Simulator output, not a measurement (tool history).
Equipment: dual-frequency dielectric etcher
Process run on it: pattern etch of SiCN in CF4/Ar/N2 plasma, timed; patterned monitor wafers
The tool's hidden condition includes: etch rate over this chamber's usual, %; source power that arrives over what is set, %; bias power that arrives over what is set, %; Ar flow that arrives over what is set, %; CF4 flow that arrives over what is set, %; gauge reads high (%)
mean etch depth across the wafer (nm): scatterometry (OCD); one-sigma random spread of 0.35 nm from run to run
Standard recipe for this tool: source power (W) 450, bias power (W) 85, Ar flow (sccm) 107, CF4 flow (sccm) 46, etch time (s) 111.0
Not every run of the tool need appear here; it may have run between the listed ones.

| run | hour | source power (W) | bias power (W) | Ar flow (sccm) | CF4 flow (sccm) | etch time (s) | wafers since the last listed run | hours since the last wet clean | hours since the last source power generator calibration | hours since the last bias power generator calibration | hours since the last Ar flow controller change | hours since the last CF4 flow controller change | hours since the last upper electrode change | hours since the gauge calibration | read-back reference wafer on the same gauge, depth_nm | mean etch depth across the wafer (nm) |
|---|---|---|---|---|---|---|---|---|---|---|---|---|---|---|---|---|
| 1 | 0.0 | 450 | 85 | 128 | 46 | 111.0 | 0 | 477.4 | 5131.8 | 2861.3 | 2984.3 | 3632.4 | 2539.2 | 69.8 | 84.4 | 84.0 |
| 2 | 9.8 | 450 | 85 | 107 | 46 | 87.0 | 100 | 487.2 | 5141.6 | 2871.1 | 2994.1 | 3642.2 | 2549.0 | 79.6 | 84.4 | 68.9 |
| 3 | 15.9 | 450 | 85 | 107 | 46 | 87.0 | 62 | 493.3 | 5147.7 | 2877.2 | 3000.2 | 3648.3 | 2555.1 | 85.7 | 84.3 | 68.7 |
| 4 | 29.9 | 450 | 85 | 107 | 46 | 87.0 | 142 | 507.3 | 5161.7 | 2891.2 | 3014.2 | 3662.3 | 2569.1 | 99.7 | 84.2 | 68.5 |
| 5 | 47.5 | 450 | 85 | 107 | 46 | 111.0 | 179 | 524.9 | 5179.3 | 2908.8 | 3031.8 | 3679.9 | 2586.7 | 117.3 | 84.3 | 87.6 |
| 6 | 60.1 | 450 | 85 | 107 | 46 | 111.0 | 128 | 537.5 | 5191.9 | 2921.4 | 3044.4 | 3692.5 | 2599.3 | 129.9 | 84.4 | 86.8 |
|  | 92.0 | wet clean of the chamber |
| 7 | 92.5 | 450 | 85 | 107 | 46 | 111.0 | 85 | 0.5 | 5224.3 | 2953.8 | 3076.8 | 3724.9 | 2631.7 | 162.3 | 84.4 | 87.7 |
| 8 | 92.9 | 450 | 85 | 107 | 46 | 111.0 | 4 | 0.9 | 5224.7 | 2954.2 | 3077.2 | 3725.3 | 2632.1 | 162.7 | 84.4 | 87.3 |
| 9 | 101.9 | 450 | 85 | 107 | 46 | 111.0 | 91 | 9.9 | 5233.7 | 2963.2 | 3086.2 | 3734.3 | 2641.1 | 171.7 | 84.6 | 87.3 |
|  | 124.1 | Ar flow controller replaced |
| 10 | 124.6 | 450 | 85 | 107 | 46 | 111.0 | 170 | 32.6 | 5256.4 | 2985.9 | 0.5 | 3757.0 | 2663.8 | 194.4 | 84.3 | 87.4 |
|  | 126.3 | gauge calibrated |
|  | 129.4 | bias power generator calibrated |
|  | 142.3 | source power generator calibrated |
|  | 150.4 | upper electrode replaced |
|  | 152.6 | CF4 flow controller replaced |
| 11 | 153.1 | 450 | 76 | 107 | 46 | 111.0 | 104 | 61.1 | 10.8 | 23.7 | 29.0 | 0.5 | 2.7 | 26.8 | 84.4 | 84.1 |
| 12 | 153.4 | 450 | 85 | 107 | 46 | 142.0 | 3 | 61.4 | 11.1 | 24.0 | 29.3 | 0.8 | 3.0 | 27.1 | 84.5 | 111.4 |
| 13 | 153.8 | 450 | 85 | 129 | 46 | 111.0 | 4 | 61.8 | 11.5 | 24.4 | 29.7 | 1.2 | 3.4 | 27.5 | 84.4 | 83.4 |
| 14 | 170.0 | 450 | 92 | 107 | 41 | 111.0 | 165 | 78.0 | 27.7 | 40.6 | 45.9 | 17.4 | 19.6 | 43.7 | 84.6 | 89.4 |
| 15 | 176.6 | 360 | 85 | 107 | 37 | 111.0 | 67 | 84.6 | 34.3 | 47.2 | 52.5 | 24.0 | 26.2 | 50.3 | 84.4 | 67.3 |
| 16 | 186.7 | 370 | 85 | 107 | 36 | 111.0 | 103 | 94.7 | 44.4 | 57.3 | 62.6 | 34.1 | 36.3 | 60.4 | 84.3 | 69.1 |
| 17 | 194.3 | 450 | 85 | 107 | 46 | 111.0 | 77 | 102.3 | 52.0 | 64.9 | 70.2 | 41.7 | 43.9 | 68.0 | 84.5 | 86.9 |
| 18 | 201.5 | 450 | 74 | 95 | 46 | 111.0 | 73 | 109.5 | 59.2 | 72.1 | 77.4 | 48.9 | 51.1 | 75.2 | 84.4 | 84.7 |

Across each entry between runs, compare the hidden state at the last listed run before it with the hidden state at the first listed run after it:
Logged between run 6 and run 7: wet clean of the chamber (hour 92.0)
  no difference in the tool's unlogged condition between these two runs
Logged between run 9 and run 10: Ar flow controller replaced (hour 124.1)
  no difference in the tool's unlogged condition between these two runs
Logged between run 10 and run 11: gauge calibrated (hour 126.3); bias power generator calibrated (hour 129.4); source power generator calibrated (hour 142.3); upper electrode replaced (hour 150.4); CF4 flow controller replaced (hour 152.6)
  no difference in the tool's unlogged condition between these two runs
